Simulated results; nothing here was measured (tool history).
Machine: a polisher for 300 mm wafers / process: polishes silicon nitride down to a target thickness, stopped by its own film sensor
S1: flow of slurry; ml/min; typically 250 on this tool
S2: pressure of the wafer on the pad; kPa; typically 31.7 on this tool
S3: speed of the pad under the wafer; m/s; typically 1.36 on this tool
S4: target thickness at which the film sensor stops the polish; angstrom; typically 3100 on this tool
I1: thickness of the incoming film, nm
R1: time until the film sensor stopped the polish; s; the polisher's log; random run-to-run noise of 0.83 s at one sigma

run 1 hour=0.0 | S1=250 S2=31.7 S3=0.98 S4=3100 | I1=499.0 | R1=123.2
run 2 hour=17.1 | S1=250 S2=31.7 S3=0.98 S4=3100 | I1=488.2 | R1=118.1
run 3 hour=26.5 | S1=250 S2=31.7 S3=0.98 S4=3100 | I1=492.2 | R1=120.3
run 4 hour=35.8 | S1=250 S2=31.7 S3=1.36 S4=3100 | I1=491.3 | R1=92.3
run 5 hour=42.2 | S1=250 S2=31.7 S3=1.36 S4=3100 | I1=483.3 | R1=88.8
run 6 hour=61.7 | S1=250 S2=31.7 S3=1.36 S4=3100 | I1=489.4 | R1=90.8
run 7 hour=68.9 | S1=250 S2=31.7 S3=1.36 S4=3100 | I1=494.0 | R1=94.4
run 8 hour=80.8 | S1=250 S2=31.7 S3=1.36 S4=3100 | I1=494.6 | R1=95.3
-- hour=85.4 worn pad replaced by a new one
run 9 hour=88.0 | S1=250 S2=31.7 S3=1.36 S4=3100 | I1=492.1 | R1=89.0
run 10 hour=95.3 | S1=250 S2=31.7 S3=1.36 S4=3100 | I1=487.9 | R1=88.1
run 11 hour=107.2 | S1=250 S2=31.7 S3=1.36 S4=3100 | I1=494.6 | R1=94.4
run 12 hour=123.6 | S1=250 S2=31.7 S3=1.36 S4=3100 | I1=491.2 | R1=91.3
-- hour=136.6 head pressure recalibrated
run 13 hour=140.1 | S1=250 S2=31.7 S3=1.36 S4=3100 | I1=493.2 | R1=94.4
run 14 hour=151.5 | S1=250 S2=31.7 S3=1.36 S4=3100 | I1=485.7 | R1=91.9
run 15 hour=165.7 | S1=250 S2=31.7 S3=1.36 S4=3100 | I1=487.1 | R1=92.0
run 16 hour=174.0 | S1=310 S2=31.7 S3=1.62 S4=3500 | I1=488.6 | R1=61.9
run 17 hour=180.5 | S1=250 S2=31.7 S3=0.98 S4=3100 | I1=484.1 | R1=123.7
run 18 hour=191.0 | S1=280 S2=35.2 S3=1.20 S4=3100 | I1=492.3 | R1=94.9
-- hour=200.7 slurry nozzle cleaned
run 19 hour=211.0 | S1=250 S2=40.7 S3=1.36 S4=2550 | I1=490.1 | R1=92.5
run 20 hour=219.9 | S1=195 S2=31.7 S3=1.36 S4=3660 | I1=491.3 | R1=66.5
-- hour=229.4 worn pad replaced by a new one
run 21 hour=229.9 | S1=175 S2=31.7 S3=1.36 S4=2560 | I1=488.7 | R1=113.6
run 22 hour=242.8 | S1=160 S2=31.7 S3=1.36 S4=3100 | I1=485.8 | R1=87.0
run 23 hour=251.3 | S1=165 S2=31.7 S3=1.36 S4=3530 | I1=493.3 | R1=70.0
run 24 hour=261.7 | S1=180 S2=24.8 S3=1.66 S4=3650 | I1=490.0 | R1=67.8
run 25 hour=272.2 | S1=250 S2=31.7 S3=1.36 S4=3100 | I1=485.9 | R1=85.2
run 26 hour=286.4 | S1=165 S2=24.1 S3=1.84 S4=3660 | I1=485.6 | R1=64.5
run 27 hour=295.6 | S1=165 S2=24.1 S3=1.84 S4=3660 | I1=492.3 | R1=67.8

Alternative continuations, all from the tool just after run 27; predict every row:
run A hour=296.0 | S1=250 S2=31.7 S3=1.36 S4=3100 | I1=484.8 | R1=?
run B hour=296.0 | S1=250 S2=31.7 S3=1.00 S4=3440 | I1=484.8 | R1=?
run C hour=296.0 | S1=285 S2=31.7 S3=1.36 S4=3100 | I1=484.8 | R1=?
run D hour=296.0 | S1=170 S2=31.7 S3=1.58 S4=3100 | I1=484.8 | R1=?

run=A R1=86.8
run=B R1=89.4
run=C R1=85.4
run=D R1=82.0
What these runs would have given with no unlogged condition in the tool:
run=A R1=80.1
run=B R1=82.5
run=C R1=78.9
run=D R1=75.2
